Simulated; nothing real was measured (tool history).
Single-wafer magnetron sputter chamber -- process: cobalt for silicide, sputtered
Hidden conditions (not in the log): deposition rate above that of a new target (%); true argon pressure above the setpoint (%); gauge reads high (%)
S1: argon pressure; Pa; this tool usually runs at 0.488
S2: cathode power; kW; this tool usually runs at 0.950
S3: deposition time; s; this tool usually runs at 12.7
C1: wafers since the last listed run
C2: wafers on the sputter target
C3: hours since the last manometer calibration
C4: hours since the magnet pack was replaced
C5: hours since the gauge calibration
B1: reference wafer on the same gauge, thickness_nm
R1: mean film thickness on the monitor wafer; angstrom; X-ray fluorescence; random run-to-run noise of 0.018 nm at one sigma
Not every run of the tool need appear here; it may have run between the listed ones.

run	day	S1	S2	S3	C1	C2	C3	C4	C5	B1	R1
1	0.000	0.488	0.950	12.7	0	9729	929.9	10364.5	940.9	5.632	52.30
# day 1.062: sputter target and shields replaced
2	2.071	0.488	0.950	12.7	1444	837	979.6	10414.2	990.6	5.630	54.49
3	4.667	0.488	0.950	12.7	2157	2995	1041.9	10476.5	1052.9	5.624	53.94
4	6.725	0.488	0.950	12.7	1711	4706	1091.3	10525.9	1102.3	5.639	53.76
5	9.567	0.488	0.950	12.7	2362	7068	1159.5	10594.1	1170.5	5.635	52.97
# day 12.138: sputter target and shields replaced
6	12.158	0.488	0.850	12.7	1877	17	1221.7	10656.3	1232.7	5.628	48.43
7	14.062	0.488	0.950	12.7	1582	1600	1267.4	10702.0	1278.4	5.629	54.07
8	16.796	0.488	0.950	12.7	2272	3872	1333.0	10767.6	1344.0	5.624	53.62
9	18.708	0.488	0.950	12.7	1589	5462	1378.9	10813.5	1389.9	5.628	53.08
10	20.758	0.488	0.950	12.7	1704	7166	1428.1	10862.7	1439.1	5.632	53.12
# day 23.062: sputter target and shields replaced
# day 25.158: gauge calibrated
11	27.821	0.488	0.950	12.7	5594	3954	1597.6	11032.2	63.9	5.626	54.00
12	29.725	0.488	0.950	12.7	1582	5537	1643.3	11077.9	109.6	5.629	53.42
13	32.679	0.488	0.950	12.7	2455	7993	1714.2	11148.8	180.5	5.633	53.31
14	34.567	0.488	0.950	12.7	1569	9562	1759.5	11194.1	225.8	5.637	52.83
# day 36.646: sputter target and shields replaced
15	36.862	0.488	0.950	12.7	1631	178	1814.6	11249.2	280.9	5.628	54.46
# day 39.575: capacitance manometer re-zeroed and calibrated
16	39.646	0.439	1.000	12.7	2036	2215	1.7	11316.0	347.7	5.623	56.69
# day 40.329: magnet pack replaced
17	42.125	0.565	0.800	13.4	1783	3999	61.2	43.1	407.2	5.634	46.44
18	44.171	0.488	1.050	14.0	1700	5700	110.3	92.2	456.3	5.634	64.16
19	47.162	0.435	1.100	10.3	2486	8187	182.1	164.0	528.1	5.634	49.73
20	48.308	0.488	0.950	12.7	952	9139	209.6	191.5	555.6	5.634	51.96
# day 50.183: sputter target and shields replaced
21	50.204	0.488	0.950	12.7	1298	16	255.1	237.0	601.1	5.630	54.37
22	51.933	0.352	0.800	10.2	1437	1453	296.6	278.5	642.6	5.633	37.79
23	53.238	0.677	1.100	13.4	1084	2538	327.9	309.8	673.9	5.628	62.67
24	54.658	0.361	1.100	14.8	1181	3719	362.0	343.9	708.0	5.634	74.77
25	55.858	0.654	0.950	12.7	997	4716	390.8	372.7	736.8	5.624	51.27
26	58.429	0.359	1.100	13.8	2137	6854	452.5	434.4	798.5	5.631	69.02
27	59.525	0.298	0.950	10.8	910	7764	478.8	460.7	824.8	5.630	47.14
28	60.925	0.436	1.100	12.7	1163	8928	512.4	494.3	858.4	5.626	62.14
# day 61.721: sputter target and shields replaced
29	63.854	0.352	0.800	10.2	2157	1771	582.7	564.6	928.7	5.637	37.69

4 options for the next run, each taken on its own from the tool as it stands now. Forecast them:
A	63.871	0.488	0.950	12.7	13	1785	583.1	565.0	929.1	?	?
B	63.871	0.488	1.050	10.5	13	1785	583.1	565.0	929.1	?	?
C	63.871	0.570	0.950	13.4	13	1785	583.1	565.0	929.1	?	?
D	63.871	0.646	0.950	12.7	13	1785	583.1	565.0	929.1	?	?

run	B1	R1
A	5.635	54.18
B	5.635	49.51
C	5.635	56.04
D	5.635	52.15
Take away the tool's hidden state, keep each run's random variation, and the runs would have read:
run	R1
A	54.05
B	49.39
C	55.79
D	51.81

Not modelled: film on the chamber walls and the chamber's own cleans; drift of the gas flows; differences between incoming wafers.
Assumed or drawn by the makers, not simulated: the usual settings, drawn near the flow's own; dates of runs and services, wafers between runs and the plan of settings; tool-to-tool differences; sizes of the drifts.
